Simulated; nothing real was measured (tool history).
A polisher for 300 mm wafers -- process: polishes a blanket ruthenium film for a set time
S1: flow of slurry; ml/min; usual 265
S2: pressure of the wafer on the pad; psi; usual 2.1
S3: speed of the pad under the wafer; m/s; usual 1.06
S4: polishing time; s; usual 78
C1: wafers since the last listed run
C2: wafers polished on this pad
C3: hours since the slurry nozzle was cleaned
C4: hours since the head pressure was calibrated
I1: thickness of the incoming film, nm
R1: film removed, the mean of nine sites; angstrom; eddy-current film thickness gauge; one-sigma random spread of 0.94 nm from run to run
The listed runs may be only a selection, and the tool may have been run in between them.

run	hour	S1	S2	S3	S4	C1	C2	C3	C4	I1	R1
1	0	265	2.1	1.06	66	0	365	605.7	752.5	291.1	640
2	6.3	265	2.1	1.06	78	46	411	612	758.8	292.6	769
3	15.8	265	2.1	1.06	78	69	481	621.5	768.3	285.1	754
4	34.5	265	2.1	1.06	78	136	617	640.2	787	291.1	752
5	50.5	265	2.1	1.06	78	116	734	656.2	803	294.3	745
6	66	265	2.1	1.06	78	113	847	671.7	818.5	288.4	729
7	82.8	265	2.1	1.06	78	122	970	688.5	835.3	285.2	733
8	97.4	265	2.1	1.06	78	106	1077	703.1	849.9	287.2	705
9	106.9	265	2.1	1.06	78	69	1146	712.6	859.4	284.5	701
10	115.8	265	2.1	1.06	78	65	1211	721.5	868.3	284.2	689
# hour 134.7: worn pad replaced by a new one
11	135.2	265	2.1	1.06	78	112	3	740.9	887.7	289.6	779
12	148.9	265	2.1	1.06	78	100	103	754.6	901.4	288.6	767
13	156.1	265	2.7	1.06	78	52	156	761.8	908.6	287.4	966
# hour 170.5: head pressure recalibrated
14	172.5	265	2.7	1.06	78	105	261	778.2	2	285.3	1067
15	184.5	265	2.1	1.06	78	87	349	790.2	14	286.1	848
# hour 190.7: slurry nozzle cleaned
16	197.5	320	1.6	0.7	93	87	436	6.8	27	288.8	602
17	205.5	320	2.1	0.74	98	58	495	14.8	35	290.8	806
18	223.3	345	2.1	0.74	78	130	625	32.6	52.8	290.7	648
19	239.4	265	2.1	1.06	78	117	743	48.7	68.9	293.1	807
20	245.9	220	2.6	1.24	105	47	790	55.2	75.4	285.7	1451
21	260.9	315	1.6	0.82	56	109	900	70.2	90.4	296	377
22	303.1	330	1.7	0.82	67	308	1208	112.4	132.6	286.3	455
# hour 313.1: worn pad replaced by a new one
23	320.9	265	2.1	1.06	78	100	57	130.2	150.4	293.6	827
24	327.1	265	2.4	1.42	95	45	102	136.4	156.6	289.6	1430
25	337.7	355	2.1	1.06	100	77	179	147	167.2	290.9	1082
26	351.6	265	2.1	1.06	78	101	281	160.9	181.1	290.6	819
27	363.6	265	2.6	0.72	78	87	369	172.9	193.1	289.9	745
28	371.8	180	1.4	1.06	78	59	429	181.1	201.3	286.9	542
29	380.2	355	1.9	1.06	78	61	490	189.5	209.7	294.1	755
30	397.9	185	2.1	1.06	63	129	619	207.2	227.4	285.1	606
31	411.7	325	2.1	0.86	96	100	720	221	241.2	285.4	839

Alternative continuations, all from the tool just after run 31; predict every row:
A	412.1	315	2.1	1.06	78	2	723	221.4	241.6	291.6	?
B	412.1	185	2.4	0.82	65	2	723	221.4	241.6	291.6	?
C	412.1	320	2.5	0.74	78	2	723	221.4	241.6	291.6	?
D	412.1	265	2.4	1.06	78	2	723	221.4	241.6	291.6	?

run	R1
A	788
B	575
C	706
D	872
The same runs, with their run-to-run variation unchanged, on a tool lacking any hidden condition would have given:
run	R1
A	876
B	639
C	786
D	970
